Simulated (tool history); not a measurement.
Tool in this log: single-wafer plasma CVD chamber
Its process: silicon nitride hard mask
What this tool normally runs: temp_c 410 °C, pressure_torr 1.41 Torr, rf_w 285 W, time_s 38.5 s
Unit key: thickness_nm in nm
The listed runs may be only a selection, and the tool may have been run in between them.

run    hour  temp_c  pressure_torr  rf_w  time_s  wafers since the last listed run  hours since the last thermocouple change  hours since the last RF generator calibration  hours since the last manometer calibration  hours since the showerhead was replaced  hours since the gauge calibration  read-back reference wafer on the same gauge, thickness_nm  thickness_nm
  1       0     410           1.41   285    38.5                                 0                                     932.1                                          608.4                                      1045.7                                   3211.8                              662.3                                                     39.406        39.064
  2    40.3     410           1.41   285    38.5                               620                                     972.4                                          648.7                                        1086                                   3252.1                              702.6                                                     39.421         38.89
  3   209.5     410           1.41   325    38.5                              2605                                    1141.6                                          817.9                                      1255.2                                   3421.3                              871.8                                                     39.388        42.906
  4   252.7     410           1.41   325    38.5                               665                                    1184.8                                          861.1                                      1298.4                                   3464.5                                915                                                     39.378        42.743
  5   331.3     410           1.41   325    38.5                              1210                                    1263.4                                          939.7                                        1377                                   3543.1                              993.6                                                     39.394        42.572
  6   414.5     414           1.41   325    38.5                              1281                                    1346.6                                         1022.9                                      1460.2                                   3626.3                             1076.8                                                     39.405        42.482
      500.4  -- showerhead replaced, of another model than before
      502.8  -- thermocouple changed; heater temperature recalibrated
  7   520.3     414           1.41   325    38.5                              1468                                      17.5                                         1128.7                                        1566                                     19.9                             1182.6                                                     39.414        41.167
  8   626.4     414           1.41   325    38.5                              1633                                     123.6                                         1234.8                                      1672.1                                      126                             1288.7                                                     39.397        41.366
      709.6  -- RF generator calibrated
  9   710.1     410           1.41   285    38.5                              1165                                     207.3                                            0.5                                      1755.8                                    209.7                             1372.4                                                     39.403        39.205
 10   813.6     410           1.69   245    42.8                              1593                                     310.8                                            104                                      1859.3                                    313.2                             1475.9                                                     39.426        42.523
 11   890.1     410           1.62   285    38.5                              1177                                     387.3                                          180.5                                      1935.8                                    389.7                             1552.4                                                     39.392        40.556
 12   938.2     410           1.41   285    38.5                               740                                     435.4                                          228.6                                      1983.9                                    437.8                             1600.5                                                     39.406        39.165
 13     975     410           1.08   285    38.5                               566                                     472.2                                          265.4                                      2020.7                                    474.6                             1637.3                                                     39.398        36.286
      997.4  -- capacitance manometer re-zeroed and calibrated
 14    1048     421           1.72   325    34.7                              1000                                     545.2                                          338.4                                        50.6                                    547.6                             1710.3                                                     39.408        39.357
     1089.7  -- gauge calibrated
 15  1144.8     410           1.69   245    42.8                              1490                                       642                                          435.2                                       147.4                                    644.4                               55.1                                                     39.406        42.528
 16  1240.8     405           1.41   285      46                              1478                                       738                                          531.2                                       243.4                                    740.4                              151.1                                                     39.397        46.748
 17  1313.2     415           1.25   285    35.4                              1114                                     810.4                                          603.6                                       315.8                                    812.8                              223.5                                                     39.397        34.613
 18  1411.9     423           1.41   260      31                              1519                                     909.1                                          702.3                                       414.5                                    911.5                              322.2                                                     39.401        29.936

Pick out some run-to-run changes in thickness_nm. Of each, how much would a tool without hidden state show as well, from the settings, what came in and chance, and how much is left for the hidden state and any gauge scatter not in both results compared?
Hidden state at play: wafer temperature above the value expected at the setpoint (K); delivered RF power above the setpoint (%); true pressure above the setpoint (%); gauge reads high (%).
Run 8 -> 9: temp_c 414 -> 410, rf_w 325 -> 285, RF generator calibrated. thickness_nm -2.161 nm: hidden state +0.533, all else -2.694.
Run 16 -> 17: temp_c 405 -> 415, pressure_torr 1.41 -> 1.25, time_s 46 -> 35.4. thickness_nm -12.135 nm: hidden state +0.063, all else -12.198.

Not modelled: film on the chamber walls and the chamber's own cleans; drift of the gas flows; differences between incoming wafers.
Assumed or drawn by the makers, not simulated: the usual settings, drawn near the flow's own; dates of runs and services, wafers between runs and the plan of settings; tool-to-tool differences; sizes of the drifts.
